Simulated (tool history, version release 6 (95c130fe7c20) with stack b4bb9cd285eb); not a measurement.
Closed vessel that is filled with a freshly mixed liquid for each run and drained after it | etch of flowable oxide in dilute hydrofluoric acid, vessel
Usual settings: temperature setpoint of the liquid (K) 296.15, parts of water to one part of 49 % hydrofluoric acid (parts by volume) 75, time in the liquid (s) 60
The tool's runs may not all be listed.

| run | day | temperature setpoint of the liquid (K) | parts of water to one part of 49 % hydrofluoric acid (parts by volume) | time in the liquid (s) | read-back film thickness of the flowable oxide reference wafer, read on the same gauge (nm) | thickness taken off the flowable oxide on a monitor wafer (nm) |
|---|---|---|---|---|---|---|
| 1 | 0.000 | 296.15 | 95 | 60 | 89.97 | 23.22 |
| 2 | 1.204 | 296.15 | 95 | 60 | 90.02 | 23.69 |
| 3 | 1.842 | 296.15 | 95 | 60 | 89.99 | 23.50 |
| 4 | 2.433 | 296.15 | 75 | 60 | 89.99 | 30.34 |
| 5 | 3.788 | 296.15 | 75 | 60 | 90.00 | 30.42 |
| 6 | 5.229 | 296.15 | 75 | 70 | 90.01 | 35.62 |
| 7 | 5.983 | 296.15 | 75 | 70 | 90.01 | 34.88 |
| 8 | 7.125 | 296.15 | 75 | 70 | 90.01 | 35.97 |
| 9 | 8.021 | 296.15 | 75 | 60 | 90.01 | 30.51 |
|  | 8.562 | gauge calibrated |
|  | 8.704 | thermometer replaced |
| 10 | 8.783 | 296.15 | 75 | 60 | 90.00 | 32.34 |
| 11 | 9.642 | 296.15 | 75 | 35 | 90.02 | 18.99 |
| 12 | 11.112 | 296.15 | 75 | 60 | 90.03 | 33.20 |
| 13 | 12.383 | 296.15 | 75 | 60 | 90.03 | 32.73 |
|  | 12.554 | hydrofluoric acid flow meter replaced |
| 14 | 13.100 | 301.15 | 90 | 70 | 89.99 | 38.11 |
| 15 | 14.442 | 296.15 | 75 | 60 | 89.99 | 32.46 |
| 16 | 15.017 | 293.15 | 75 | 75 | 89.99 | 35.23 |
| 17 | 16.471 | 296.15 | 75 | 40 | 90.04 | 21.50 |
| 18 | 17.342 | 296.15 | 40 | 60 | 90.00 | 64.67 |
| 19 | 17.950 | 296.15 | 115 | 60 | 90.01 | 20.23 |
| 20 | 18.971 | 296.15 | 75 | 70 | 90.01 | 38.09 |
| 21 | 19.558 | 292.15 | 75 | 45 | 90.00 | 20.53 |
| 22 | 21.038 | 300.65 | 75 | 60 | 89.97 | 37.78 |
| 23 | 21.908 | 293.15 | 75 | 75 | 90.01 | 36.17 |
| 24 | 22.658 | 297.65 | 105 | 75 | 90.01 | 29.83 |
| 25 | 23.900 | 296.15 | 90 | 30 | 89.98 | 13.03 |
| 26 | 24.796 | 291.15 | 75 | 60 | 89.98 | 26.22 |
| 27 | 25.912 | 296.15 | 95 | 40 | 89.99 | 16.41 |

4 ways to go on from here, each from the tool as it stands after run 27. What would each give?
| A | 25.942 | 296.15 | 55 | 60 | ? | ? |
| B | 25.942 | 296.15 | 35 | 60 | ? | ? |
| C | 25.942 | 294.65 | 110 | 45 | ? | ? |
| D | 25.942 | 300.65 | 55 | 85 | ? | ? |

| run | read-back film thickness of the flowable oxide reference wafer, read on the same gauge (nm) | thickness taken off the flowable oxide on a monitor wafer (nm) |
|---|---|---|
| A | 90.01 | 44.55 |
| B | 90.01 | 71.79 |
| C | 90.01 | 14.72 |
| D | 90.01 | 75.92 |
Without the tool's hidden state the same runs would have given:
| run | thickness taken off the flowable oxide on a monitor wafer (nm) |
|---|---|
| A | 47.16 |
| B | 76.06 |
| C | 15.56 |
| D | 80.20 |
